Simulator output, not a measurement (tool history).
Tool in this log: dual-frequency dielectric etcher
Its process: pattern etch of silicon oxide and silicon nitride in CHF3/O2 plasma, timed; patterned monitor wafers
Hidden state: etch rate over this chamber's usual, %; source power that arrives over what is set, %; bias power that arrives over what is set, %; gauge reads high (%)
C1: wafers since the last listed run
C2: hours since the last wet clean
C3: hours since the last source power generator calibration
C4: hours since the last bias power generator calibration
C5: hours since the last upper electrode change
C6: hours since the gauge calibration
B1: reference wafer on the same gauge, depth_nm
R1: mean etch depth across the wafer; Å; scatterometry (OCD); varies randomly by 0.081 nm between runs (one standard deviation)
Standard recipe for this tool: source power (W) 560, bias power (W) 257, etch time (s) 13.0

{"run": 1, "hour": 0.0, "source power (W)": 560, "bias power (W)": 225, "etch time (s)": 14.0, "C1": 0, "C2": 12.9, "C3": 2915.0, "C4": 2116.9, "C5": 4028.4, "C6": 2688.8, "B1": 21.4, "R1": 214.0}
{"run": 2, "hour": 53.6, "source power (W)": 560, "bias power (W)": 225, "etch time (s)": 14.0, "C1": 1063, "C2": 66.5, "C3": 2968.6, "C4": 2170.5, "C5": 4082.0, "C6": 2742.4, "B1": 21.41, "R1": 214.5}
{"run": 3, "hour": 107.3, "source power (W)": 560, "bias power (W)": 225, "etch time (s)": 14.0, "C1": 1065, "C2": 120.2, "C3": 3022.3, "C4": 2224.2, "C5": 4135.7, "C6": 2796.1, "B1": 21.4, "R1": 213.6}
{"run": 4, "hour": 211.5, "source power (W)": 560, "bias power (W)": 257, "etch time (s)": 13.0, "C1": 2068, "C2": 224.4, "C3": 3126.5, "C4": 2328.4, "C5": 4239.9, "C6": 2900.3, "B1": 21.4, "R1": 203.0}
{"run": 5, "hour": 250.5, "source power (W)": 560, "bias power (W)": 257, "etch time (s)": 13.0, "C1": 774, "C2": 263.4, "C3": 3165.5, "C4": 2367.4, "C5": 4278.9, "C6": 2939.3, "B1": 21.42, "R1": 202.0}
{"hour": 274.8, "done": "gauge calibrated"}
{"hour": 324.4, "done": "bias power generator calibrated"}
{"run": 6, "hour": 351.7, "source power (W)": 600, "bias power (W)": 236, "etch time (s)": 13.0, "C1": 1929, "C2": 364.6, "C3": 3266.7, "C4": 27.3, "C5": 4380.1, "C6": 76.9, "B1": 21.41, "R1": 205.4}
{"hour": 415.8, "done": "upper electrode replaced, of another model than before"}
{"run": 7, "hour": 467.3, "source power (W)": 600, "bias power (W)": 236, "etch time (s)": 13.0, "C1": 1818, "C2": 480.2, "C3": 3382.3, "C4": 142.9, "C5": 51.5, "C6": 192.5, "B1": 21.4, "R1": 202.3}
{"run": 8, "hour": 527.3, "source power (W)": 600, "bias power (W)": 236, "etch time (s)": 13.0, "C1": 1191, "C2": 540.2, "C3": 3442.3, "C4": 202.9, "C5": 111.5, "C6": 252.5, "B1": 21.39, "R1": 200.9}
{"hour": 575.3, "done": "wet clean of the chamber"}
{"run": 9, "hour": 603.1, "source power (W)": 560, "bias power (W)": 194, "etch time (s)": 13.0, "C1": 1028, "C2": 27.8, "C3": 3518.1, "C4": 278.7, "C5": 187.3, "C6": 328.3, "B1": 21.39, "R1": 184.3}
{"run": 10, "hour": 702.8, "source power (W)": 560, "bias power (W)": 298, "etch time (s)": 13.0, "C1": 1979, "C2": 127.5, "C3": 3617.8, "C4": 378.4, "C5": 287.0, "C6": 428.0, "B1": 21.38, "R1": 214.6}
{"run": 11, "hour": 760.8, "source power (W)": 480, "bias power (W)": 290, "etch time (s)": 17.0, "C1": 1151, "C2": 185.5, "C3": 3675.8, "C4": 436.4, "C5": 345.0, "C6": 486.0, "B1": 21.41, "R1": 270.2}
{"run": 12, "hour": 864.5, "source power (W)": 690, "bias power (W)": 279, "etch time (s)": 10.5, "C1": 2058, "C2": 289.2, "C3": 3779.5, "C4": 540.1, "C5": 448.7, "C6": 589.7, "B1": 21.39, "R1": 178.2}
{"run": 13, "hour": 927.6, "source power (W)": 560, "bias power (W)": 302, "etch time (s)": 13.0, "C1": 1252, "C2": 352.3, "C3": 3842.6, "C4": 603.2, "C5": 511.8, "C6": 652.8, "B1": 21.4, "R1": 215.6}
{"run": 14, "hour": 1191.2, "source power (W)": 560, "bias power (W)": 257, "etch time (s)": 13.0, "C1": 5232, "C2": 615.9, "C3": 4106.2, "C4": 866.8, "C5": 775.4, "C6": 916.4, "B1": 21.4, "R1": 204.6}
{"hour": 1255.2, "done": "wet clean of the chamber"}
{"run": 15, "hour": 1264.4, "source power (W)": 560, "bias power (W)": 257, "etch time (s)": 13.0, "C1": 976, "C2": 9.2, "C3": 4179.4, "C4": 940.0, "C5": 848.6, "C6": 989.6, "B1": 21.4, "R1": 204.8}
{"hour": 1334.9, "done": "source power generator calibrated"}
{"run": 16, "hour": 1344.3, "source power (W)": 560, "bias power (W)": 257, "etch time (s)": 13.0, "C1": 1506, "C2": 89.1, "C3": 9.4, "C4": 1019.9, "C5": 928.5, "C6": 1069.5, "B1": 21.4, "R1": 204.9}
{"run": 17, "hour": 1416.5, "source power (W)": 560, "bias power (W)": 257, "etch time (s)": 9.5, "C1": 1433, "C2": 161.3, "C3": 81.6, "C4": 1092.1, "C5": 1000.7, "C6": 1141.7, "B1": 21.4, "R1": 150.1}
{"run": 18, "hour": 1507.1, "source power (W)": 430, "bias power (W)": 229, "etch time (s)": 16.5, "C1": 1798, "C2": 251.9, "C3": 172.2, "C4": 1182.7, "C5": 1091.3, "C6": 1232.3, "B1": 21.39, "R1": 235.8}
{"run": 19, "hour": 1548.9, "source power (W)": 630, "bias power (W)": 224, "etch time (s)": 10.5, "C1": 829, "C2": 293.7, "C3": 214.0, "C4": 1224.5, "C5": 1133.1, "C6": 1274.1, "B1": 21.4, "R1": 162.9}
{"run": 20, "hour": 1639.7, "source power (W)": 450, "bias power (W)": 316, "etch time (s)": 16.5, "C1": 1802, "C2": 384.5, "C3": 304.8, "C4": 1315.3, "C5": 1223.9, "C6": 1364.9, "B1": 21.4, "R1": 267.8}
{"run": 21, "hour": 1741.0, "source power (W)": 560, "bias power (W)": 257, "etch time (s)": 15.0, "C1": 2010, "C2": 485.8, "C3": 406.1, "C4": 1416.6, "C5": 1325.2, "C6": 1466.2, "B1": 21.4, "R1": 238.3}
{"run": 22, "hour": 1815.7, "source power (W)": 450, "bias power (W)": 221, "etch time (s)": 12.0, "C1": 1482, "C2": 560.5, "C3": 480.8, "C4": 1491.3, "C5": 1399.9, "C6": 1540.9, "B1": 21.4, "R1": 171.4}
{"hour": 1875.7, "done": "wet clean of the chamber"}
{"run": 23, "hour": 1876.2, "source power (W)": 500, "bias power (W)": 227, "etch time (s)": 14.5, "C1": 724, "C2": 0.5, "C3": 541.3, "C4": 1551.8, "C5": 1460.4, "C6": 1601.4, "B1": 21.39, "R1": 215.0}
{"run": 24, "hour": 1947.8, "source power (W)": 560, "bias power (W)": 257, "etch time (s)": 16.5, "C1": 1421, "C2": 72.1, "C3": 612.9, "C4": 1623.4, "C5": 1532.0, "C6": 1673.0, "B1": 21.41, "R1": 259.8}
{"run": 25, "hour": 2134.7, "source power (W)": 560, "bias power (W)": 220, "etch time (s)": 13.0, "C1": 3710, "C2": 259.0, "C3": 799.8, "C4": 1810.3, "C5": 1718.9, "C6": 1859.9, "B1": 21.4, "R1": 194.8}
{"run": 26, "hour": 2184.6, "source power (W)": 560, "bias power (W)": 257, "etch time (s)": 13.0, "C1": 990, "C2": 308.9, "C3": 849.7, "C4": 1860.2, "C5": 1768.8, "C6": 1909.8, "B1": 21.4, "R1": 205.1}
{"run": 27, "hour": 2243.8, "source power (W)": 630, "bias power (W)": 206, "etch time (s)": 13.0, "C1": 1175, "C2": 368.1, "C3": 908.9, "C4": 1919.4, "C5": 1828.0, "C6": 1969.0, "B1": 21.39, "R1": 195.7}
{"run": 28, "hour": 2315.6, "source power (W)": 560, "bias power (W)": 236, "etch time (s)": 13.0, "C1": 1425, "C2": 439.9, "C3": 980.7, "C4": 1991.2, "C5": 1899.8, "C6": 2040.8, "B1": 21.39, "R1": 199.0}
{"run": 29, "hour": 2387.5, "source power (W)": 460, "bias power (W)": 257, "etch time (s)": 13.0, "C1": 1427, "C2": 511.8, "C3": 1052.6, "C4": 2063.1, "C5": 1971.7, "C6": 2112.7, "B1": 21.4, "R1": 195.6}

Forecast each of these 4 alternatives for the next run:
{"run": "A", "hour": 2387.9, "source power (W)": 630, "bias power (W)": 257, "etch time (s)": 13.0, "C1": 7, "C2": 512.2, "C3": 1053.0, "C4": 2063.5, "C5": 1972.1, "C6": 2113.1, "B1": "?", "R1": "?"}
{"run": "B", "hour": 2387.9, "source power (W)": 500, "bias power (W)": 237, "etch time (s)": 16.5, "C1": 7, "C2": 512.2, "C3": 1053.0, "C4": 2063.5, "C5": 1972.1, "C6": 2113.1, "B1": "?", "R1": "?"}
{"run": "C", "hour": 2387.9, "source power (W)": 500, "bias power (W)": 257, "etch time (s)": 13.0, "C1": 7, "C2": 512.2, "C3": 1053.0, "C4": 2063.5, "C5": 1972.1, "C6": 2113.1, "B1": "?", "R1": "?"}
{"run": "D", "hour": 2387.9, "source power (W)": 560, "bias power (W)": 238, "etch time (s)": 14.5, "C1": 7, "C2": 512.2, "C3": 1053.0, "C4": 2063.5, "C5": 1972.1, "C6": 2113.1, "B1": "?", "R1": "?"}

run=A B1=21.41 R1=210.2
run=B B1=21.41 R1=246.0
run=C B1=21.41 R1=199.3
run=D B1=21.41 R1=222.1
Without the tool's unlogged condition, the same runs would have read:
run=A R1=211.6
run=B R1=247.7
run=C R1=200.7
run=D R1=223.6

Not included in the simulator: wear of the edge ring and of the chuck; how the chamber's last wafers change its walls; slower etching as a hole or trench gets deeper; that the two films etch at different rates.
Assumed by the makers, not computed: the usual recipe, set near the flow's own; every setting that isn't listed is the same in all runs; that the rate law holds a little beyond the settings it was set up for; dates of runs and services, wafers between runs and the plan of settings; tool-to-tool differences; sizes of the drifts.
